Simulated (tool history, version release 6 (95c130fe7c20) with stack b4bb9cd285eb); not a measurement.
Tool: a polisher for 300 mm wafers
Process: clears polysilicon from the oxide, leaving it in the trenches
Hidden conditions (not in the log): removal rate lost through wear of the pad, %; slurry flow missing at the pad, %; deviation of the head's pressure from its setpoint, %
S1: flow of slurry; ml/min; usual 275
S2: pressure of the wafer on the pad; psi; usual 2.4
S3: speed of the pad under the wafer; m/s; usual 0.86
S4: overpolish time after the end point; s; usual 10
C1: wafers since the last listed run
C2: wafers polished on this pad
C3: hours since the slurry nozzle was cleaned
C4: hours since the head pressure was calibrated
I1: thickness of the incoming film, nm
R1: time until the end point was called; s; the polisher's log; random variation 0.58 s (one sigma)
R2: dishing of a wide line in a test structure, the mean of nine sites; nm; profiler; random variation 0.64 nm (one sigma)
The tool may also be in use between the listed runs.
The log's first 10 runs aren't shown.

run	day	S1	S2	S3	S4	C1	C2	C3	C4	I1	R1	R2
# day 28.658: head pressure recalibrated
11	29.004	275	2.4	0.86	10	795	5572	734.8	8.3	372.7	43.5	32.7
12	30.917	275	2.4	0.86	10	561	6134	780.7	54.2	369.3	43.3	33.3
# day 30.958: slurry nozzle cleaned
13	34.925	275	2.4	0.86	10	1165	7300	95.2	150.4	377.9	45.3	31.2
# day 37.938: worn pad replaced by a new one
14	38.367	275	2.4	0.86	10	962	126	177.8	233.0	371.7	40.3	34.4
15	41.725	220	3.1	0.86	13	986	1113	258.4	313.6	367.7	32.6	36.7
16	43.875	275	2.4	0.86	10	631	1744	310.0	365.2	369.2	38.5	32.8
17	46.012	275	2.4	0.86	10	628	2373	361.3	416.5	368.6	39.1	34.5
18	47.733	275	2.9	0.86	10	505	2878	402.6	457.8	374.2	33.6	34.8
19	49.900	360	2.4	0.70	10	636	3515	454.6	509.8	365.3	45.2	32.4
# day 51.675: head pressure recalibrated
20	53.675	275	2.4	0.86	10	1084	4600	545.2	48.0	372.5	41.8	33.4
21	57.638	275	2.4	0.74	10	1164	5764	640.3	143.1	368.2	47.7	30.4
22	59.304	305	2.4	0.68	6	489	6254	680.3	183.1	369.2	51.9	23.5
# day 62.133: worn pad replaced by a new one
23	63.708	275	2.7	0.64	12	1245	462	786.0	288.8	372.6	47.6	35.1
# day 63.917: slurry nozzle cleaned
24	65.342	275	1.7	0.68	10	467	930	34.2	328.0	366.0	63.5	27.5
25	69.742	275	2.4	0.86	10	1292	2223	139.8	433.6	365.0	38.6	33.0
26	72.088	340	2.7	0.86	7	689	2912	196.1	489.9	366.0	34.0	30.4
# day 74.062: head pressure recalibrated
27	74.404	275	2.4	0.86	10	656	3569	251.7	8.2	365.3	40.8	32.9
28	78.675	275	2.4	0.86	10	1255	4824	354.2	110.7	371.3	42.1	32.2
29	81.462	275	3.0	0.86	10	819	5643	421.1	177.6	371.0	35.0	34.2
30	83.954	275	2.4	0.96	10	732	6375	480.9	237.4	371.2	38.0	33.8
# day 84.158: worn pad replaced by a new one
31	94.450	340	2.9	0.86	8	3035	3024	732.8	489.3	377.3	32.0	33.7
32	99.571	275	2.4	1.02	10	1504	4529	855.7	612.2	375.7	33.1	35.5
# day 99.933: slurry nozzle cleaned
# day 100.204: head pressure recalibrated
33	102.254	275	2.4	0.86	10	751	5281	55.7	49.2	365.8	41.8	33.2

Forecast each of these 5 alternatives for the next run:
A	102.271	275	2.4	0.86	10	4	5286	56.1	49.6	375.2	?	?
B	102.271	275	2.4	1.08	10	4	5286	56.1	49.6	375.2	?	?
C	102.271	185	3.0	0.86	7	4	5286	56.1	49.6	375.2	?	?
D	102.271	190	3.0	0.68	14	4	5286	56.1	49.6	375.2	?	?
E	102.271	180	1.7	1.16	10	4	5286	56.1	49.6	375.2	?	?

run	R1	R2
A	41.9	31.4
B	34.2	33.3
C	35.7	29.3
D	43.6	34.0
E	44.3	30.9
Take away the tool's hidden state, keep each run's random variation, and the runs would have read:
run	R1	R2
A	40.1	31.9
B	32.7	33.6
C	34.1	29.8
D	41.6	34.3
E	42.3	31.3
